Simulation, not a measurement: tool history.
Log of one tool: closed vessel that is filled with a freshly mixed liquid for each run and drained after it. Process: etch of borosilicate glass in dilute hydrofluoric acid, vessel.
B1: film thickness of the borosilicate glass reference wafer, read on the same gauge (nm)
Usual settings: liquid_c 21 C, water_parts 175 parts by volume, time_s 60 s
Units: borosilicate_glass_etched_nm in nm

run 1 hour=0 | liquid_c=21 water_parts=175 time_s=60 | B1=139.96 | borosilicate_glass_etched_nm=8.87
run 2 hour=51 | liquid_c=21 water_parts=175 time_s=60 | B1=139.96 | borosilicate_glass_etched_nm=8.81
run 3 hour=92.7 | liquid_c=21 water_parts=175 time_s=60 | B1=140 | borosilicate_glass_etched_nm=8.95
run 4 hour=123.7 | liquid_c=21 water_parts=175 time_s=60 | B1=140.04 | borosilicate_glass_etched_nm=8.84
run 5 hour=185.2 | liquid_c=21 water_parts=175 time_s=60 | B1=140.02 | borosilicate_glass_etched_nm=8.95
run 6 hour=211 | liquid_c=21 water_parts=175 time_s=60 | B1=139.99 | borosilicate_glass_etched_nm=8.95
run 7 hour=255.7 | liquid_c=21 water_parts=175 time_s=60 | B1=140.05 | borosilicate_glass_etched_nm=8.96
run 8 hour=289.3 | liquid_c=21 water_parts=175 time_s=60 | B1=140.01 | borosilicate_glass_etched_nm=9.02
run 9 hour=327.9 | liquid_c=21 water_parts=175 time_s=60 | B1=140.02 | borosilicate_glass_etched_nm=9.04
run 10 hour=499 | liquid_c=19.5 water_parts=240 time_s=60 | B1=140.02 | borosilicate_glass_etched_nm=5.67
run 11 hour=552.3 | liquid_c=21 water_parts=175 time_s=45 | B1=139.98 | borosilicate_glass_etched_nm=6.54
run 12 hour=579.3 | liquid_c=23 water_parts=120 time_s=60 | B1=140.02 | borosilicate_glass_etched_nm=14.65
run 13 hour=614.9 | liquid_c=22.5 water_parts=175 time_s=40 | B1=140.01 | borosilicate_glass_etched_nm=6.19
run 14 hour=684.3 | liquid_c=22.5 water_parts=215 time_s=75 | B1=139.97 | borosilicate_glass_etched_nm=9.12
run 15 hour=740.4 | liquid_c=21 water_parts=175 time_s=60 | B1=140 | borosilicate_glass_etched_nm=8.84
run 16 hour=783.1 | liquid_c=21 water_parts=175 time_s=60 | B1=140.03 | borosilicate_glass_etched_nm=8.86
run 17 hour=823.7 | liquid_c=21 water_parts=100 time_s=40 | B1=140.04 | borosilicate_glass_etched_nm=10.93
run 18 hour=872.9 | liquid_c=17 water_parts=175 time_s=90 | B1=140.01 | borosilicate_glass_etched_nm=11.12
run 19 hour=923.3 | liquid_c=17 water_parts=235 time_s=85 | B1=139.98 | borosilicate_glass_etched_nm=7.41
run 20 hour=953.1 | liquid_c=18.5 water_parts=175 time_s=60 | B1=139.97 | borosilicate_glass_etched_nm=7.88
run 21 hour=1023 | liquid_c=21 water_parts=145 time_s=60 | B1=139.99 | borosilicate_glass_etched_nm=10.85
run 22 hour=1146.7 | liquid_c=21 water_parts=125 time_s=60 | B1=139.99 | borosilicate_glass_etched_nm=13.12
run 23 hour=1205.1 | liquid_c=18 water_parts=240 time_s=30 | B1=140.05 | borosilicate_glass_etched_nm=2.71

Not shown: 3 entries that the log had between the listed runs. Between which runs, and how does the tool's hidden state differ before and after?
Between runs 9 and 10: hydrofluoric acid flow meter replaced (hour 417.2)
  liquid hotter than its thermometer reads (K): 0.455 -> 0.636; hydrofluoric acid flow above the setpoint (%): 4.72 -> 1.03
  measured less the result without the state, borosilicate_glass_etched_nm: +0.63 -> +0.2 nm
Between runs 14 and 15: gauge calibrated (hour 707.8)
  liquid hotter than its thermometer reads (K): 0.832 -> 0.892; hydrofluoric acid flow above the setpoint (%): 1.55 -> 1.7
  measured less the result without the state, borosilicate_glass_etched_nm: +0.44 -> +0.47 nm
Between runs 16 and 17: thermometer replaced (hour 823.1)
  liquid hotter than its thermometer reads (K): 0.937 -> 0.0748; hydrofluoric acid flow above the setpoint (%): 1.82 -> 1.93
  measured less the result without the state, borosilicate_glass_etched_nm: +0.5 -> +0.26 nm

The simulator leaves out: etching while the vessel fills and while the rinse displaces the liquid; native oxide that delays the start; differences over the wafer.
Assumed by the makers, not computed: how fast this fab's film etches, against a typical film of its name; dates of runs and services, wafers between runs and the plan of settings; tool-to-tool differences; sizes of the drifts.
